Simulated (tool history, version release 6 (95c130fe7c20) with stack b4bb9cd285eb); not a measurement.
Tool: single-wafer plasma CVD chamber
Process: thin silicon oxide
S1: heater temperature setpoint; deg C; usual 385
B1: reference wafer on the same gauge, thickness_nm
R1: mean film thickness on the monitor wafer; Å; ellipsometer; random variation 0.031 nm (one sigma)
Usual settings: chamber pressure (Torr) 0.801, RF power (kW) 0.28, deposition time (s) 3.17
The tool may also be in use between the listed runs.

run 1 hour=0 | S1=385 chamber_pressure_(Torr)=0.801 RF_power_(kW)=0.28 deposition_time_(s)=3.17 | B1=5.768 | R1=56.89
run 2 hour=67.6 | S1=385 chamber_pressure_(Torr)=0.801 RF_power_(kW)=0.28 deposition_time_(s)=3.17 | B1=5.775 | R1=56.5
run 3 hour=136.3 | S1=385 chamber_pressure_(Torr)=0.801 RF_power_(kW)=0.28 deposition_time_(s)=3.17 | B1=5.763 | R1=57.03
run 4 hour=162 | S1=385 chamber_pressure_(Torr)=0.801 RF_power_(kW)=0.28 deposition_time_(s)=3.17 | B1=5.775 | R1=56.5
-- hour=181.8 gauge calibrated
run 5 hour=224.4 | S1=385 chamber_pressure_(Torr)=0.801 RF_power_(kW)=0.28 deposition_time_(s)=3.17 | B1=5.557 | R1=54.92
run 6 hour=271.9 | S1=385 chamber_pressure_(Torr)=0.801 RF_power_(kW)=0.28 deposition_time_(s)=2.69 | B1=5.583 | R1=46.66
-- hour=318.2 RF generator calibrated
run 7 hour=337.6 | S1=385 chamber_pressure_(Torr)=0.878 RF_power_(kW)=0.33 deposition_time_(s)=3.17 | B1=5.612 | R1=63.76
run 8 hour=365 | S1=385 chamber_pressure_(Torr)=0.925 RF_power_(kW)=0.235 deposition_time_(s)=3.6 | B1=5.634 | R1=66.35
run 9 hour=416.5 | S1=385 chamber_pressure_(Torr)=0.801 RF_power_(kW)=0.28 deposition_time_(s)=3.17 | B1=5.635 | R1=55.6
run 10 hour=455.6 | S1=395 chamber_pressure_(Torr)=0.677 RF_power_(kW)=0.28 deposition_time_(s)=2.63 | B1=5.667 | R1=39.27
run 11 hour=517.8 | S1=385 chamber_pressure_(Torr)=0.941 RF_power_(kW)=0.23 deposition_time_(s)=3.58 | B1=5.681 | R1=67.36
run 12 hour=549.2 | S1=390 chamber_pressure_(Torr)=0.801 RF_power_(kW)=0.28 deposition_time_(s)=3.59 | B1=5.685 | R1=63.62
run 13 hour=578.9 | S1=375 chamber_pressure_(Torr)=0.749 RF_power_(kW)=0.28 deposition_time_(s)=3.17 | B1=5.704 | R1=52.95
run 14 hour=603.1 | S1=385 chamber_pressure_(Torr)=0.801 RF_power_(kW)=0.28 deposition_time_(s)=3.17 | B1=5.71 | R1=56.67
run 15 hour=648.2 | S1=398 chamber_pressure_(Torr)=0.801 RF_power_(kW)=0.28 deposition_time_(s)=3.34 | B1=5.713 | R1=59.06
run 16 hour=677.1 | S1=385 chamber_pressure_(Torr)=0.801 RF_power_(kW)=0.28 deposition_time_(s)=3.17 | B1=5.728 | R1=56.28
run 17 hour=738.1 | S1=379 chamber_pressure_(Torr)=0.7 RF_power_(kW)=0.235 deposition_time_(s)=3.48 | B1=5.733 | R1=51.87
run 18 hour=777.8 | S1=381 chamber_pressure_(Torr)=0.801 RF_power_(kW)=0.28 deposition_time_(s)=2.76 | B1=5.728 | R1=49.37
-- hour=795.3 thermocouple changed; heater temperature recalibrated
-- hour=886.5 showerhead replaced
-- hour=893.5 capacitance manometer re-zeroed and calibrated
run 19 hour=992.7 | S1=385 chamber_pressure_(Torr)=0.801 RF_power_(kW)=0.28 deposition_time_(s)=3.17 | B1=5.788 | R1=56.54
run 20 hour=1186.1 | S1=375 chamber_pressure_(Torr)=0.749 RF_power_(kW)=0.28 deposition_time_(s)=3.17 | B1=5.781 | R1=53.98
run 21 hour=1251.6 | S1=375 chamber_pressure_(Torr)=0.749 RF_power_(kW)=0.28 deposition_time_(s)=3.17 | B1=5.786 | R1=54.14
run 22 hour=1320 | S1=392 chamber_pressure_(Torr)=0.801 RF_power_(kW)=0.28 deposition_time_(s)=3.17 | B1=5.792 | R1=57.37
run 23 hour=1384.5 | S1=385 chamber_pressure_(Torr)=0.801 RF_power_(kW)=0.28 deposition_time_(s)=2.6 | B1=5.795 | R1=46.69
run 24 hour=1438.9 | S1=395 chamber_pressure_(Torr)=0.991 RF_power_(kW)=0.295 deposition_time_(s)=3.17 | B1=5.801 | R1=68.74
-- hour=1447 gauge calibrated
run 25 hour=1489.1 | S1=374 chamber_pressure_(Torr)=0.801 RF_power_(kW)=0.32 deposition_time_(s)=3.65 | B1=5.556 | R1=66.18
run 26 hour=1514.2 | S1=396 chamber_pressure_(Torr)=0.801 RF_power_(kW)=0.295 deposition_time_(s)=3.17 | B1=5.578 | R1=55.74
run 27 hour=1579.4 | S1=385 chamber_pressure_(Torr)=0.801 RF_power_(kW)=0.28 deposition_time_(s)=3.17 | B1=5.619 | R1=55.58
run 28 hour=1624.4 | S1=385 chamber_pressure_(Torr)=0.801 RF_power_(kW)=0.28 deposition_time_(s)=3.17 | B1=5.627 | R1=55.58

Forecast each of these 5 alternatives for the next run:
run A hour=1624.8 | S1=375 chamber_pressure_(Torr)=0.801 RF_power_(kW)=0.28 deposition_time_(s)=3.17 | B1=? | R1=?
run B hour=1624.8 | S1=385 chamber_pressure_(Torr)=0.654 RF_power_(kW)=0.315 deposition_time_(s)=2.56 | B1=? | R1=?
run C hour=1624.8 | S1=385 chamber_pressure_(Torr)=0.889 RF_power_(kW)=0.325 deposition_time_(s)=3.53 | B1=? | R1=?
run D hour=1624.8 | S1=385 chamber_pressure_(Torr)=0.864 RF_power_(kW)=0.28 deposition_time_(s)=3.17 | B1=? | R1=?
run E hour=1624.8 | S1=385 chamber_pressure_(Torr)=0.801 RF_power_(kW)=0.28 deposition_time_(s)=2.7 | B1=? | R1=?

run=A B1=5.615 R1=55.83
run=B B1=5.615 R1=38.15
run=C B1=5.615 R1=70.91
run=D B1=5.615 R1=59.2
run=E B1=5.615 R1=47.23
Without the tool's hidden state the same runs would have given:
run=A R1=54.99
run=B R1=37.57
run=C R1=69.84
run=D R1=58.3
run=E R1=46.51
